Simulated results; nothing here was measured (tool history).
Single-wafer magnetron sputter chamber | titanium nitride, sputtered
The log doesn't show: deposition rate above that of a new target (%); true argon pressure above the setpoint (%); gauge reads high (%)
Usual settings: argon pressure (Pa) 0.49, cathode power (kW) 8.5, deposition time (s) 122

run	hour	argon pressure (Pa)	cathode power (kW)	deposition time (s)	wafers since the last listed run	wafers on the sputter target	hours since the last manometer calibration	hours since the magnet pack was replaced	hours since the gauge calibration	read-back reference wafer on the same gauge, thickness_nm	mean film thickness on the monitor wafer (Å)
1	0	0.49	8.5	122	0	2135	1356.7	4094.2	235	197.982	1862.15
2	58.3	0.49	8.5	122	525	2660	1415	4152.5	293.3	197.898	1842.75
3	124.7	0.49	8.5	122	598	3259	1481.4	4218.9	359.7	198.176	1851.86
4	162.7	0.49	8.5	122	342	3601	1519.4	4256.9	397.7	197.936	1845.52
5	207.7	0.49	8.5	122	405	4007	1564.4	4301.9	442.7	198.035	1848.11
6	238.7	0.49	8.5	122	279	4286	1595.4	4332.9	473.7	198.408	1839.67
7	297.4	0.49	8.5	122	529	4815	1654.1	4391.6	532.4	197.737	1847.83
# hour 346.2: capacitance manometer re-zeroed and calibrated
# hour 374.3: magnet pack replaced
8	374.8	0.49	8.5	122	553	5368	28.6	0.5	609.8	198.382	1839.55
9	403.9	0.49	8.5	122	262	5631	57.7	29.6	638.9	197.843	1834.56
10	452.8	0.49	8.5	122	440	6071	106.6	78.5	687.8	198.181	1834.39
11	510.4	0.49	8.5	122	519	6591	164.2	136.1	745.4	197.708	1843.16
# hour 562.3: gauge calibrated
12	564.4	0.557	7.25	122	486	7077	218.2	190.1	2.1	198	1510.85
# hour 621.1: sputter target and shields replaced
13	701.5	0.684	8.5	122	1163	724	355.3	327.2	139.2	198.017	1702.48
14	740.9	0.567	9.95	122	355	1079	394.7	366.6	178.6	197.978	2097.22
15	900.6	0.49	7.75	103	1439	2519	554.4	526.3	338.3	198.046	1425.74
16	938.3	0.64	10.3	98	339	2858	592.1	564	376	198.142	1677.63
17	971.7	0.49	9.75	122	301	3159	625.5	597.4	409.4	197.798	2115.54
18	1015.4	0.49	8.5	122	393	3553	669.2	641.1	453.1	198.115	1850.25

Forecast each of these 4 alternatives for the next run:
A	1015.8	0.49	8.5	143	3	3557	669.6	641.5	453.5	?	?
B	1015.8	0.408	9.15	105	3	3557	669.6	641.5	453.5	?	?
C	1015.8	0.391	7.9	131	3	3557	669.6	641.5	453.5	?	?
D	1015.8	0.326	9.4	115	3	3557	669.6	641.5	453.5	?	?

run	read-back reference wafer on the same gauge, thickness_nm	mean film thickness on the monitor wafer (Å)
A	198.382	2167.56
B	198.382	1783.32
C	198.382	1937.12
D	198.382	2089.8
Without the tool's hidden state the same runs would have given:
run	mean film thickness on the monitor wafer (Å)
A	2187.96
B	1800.1
C	1955.35
D	2109.47
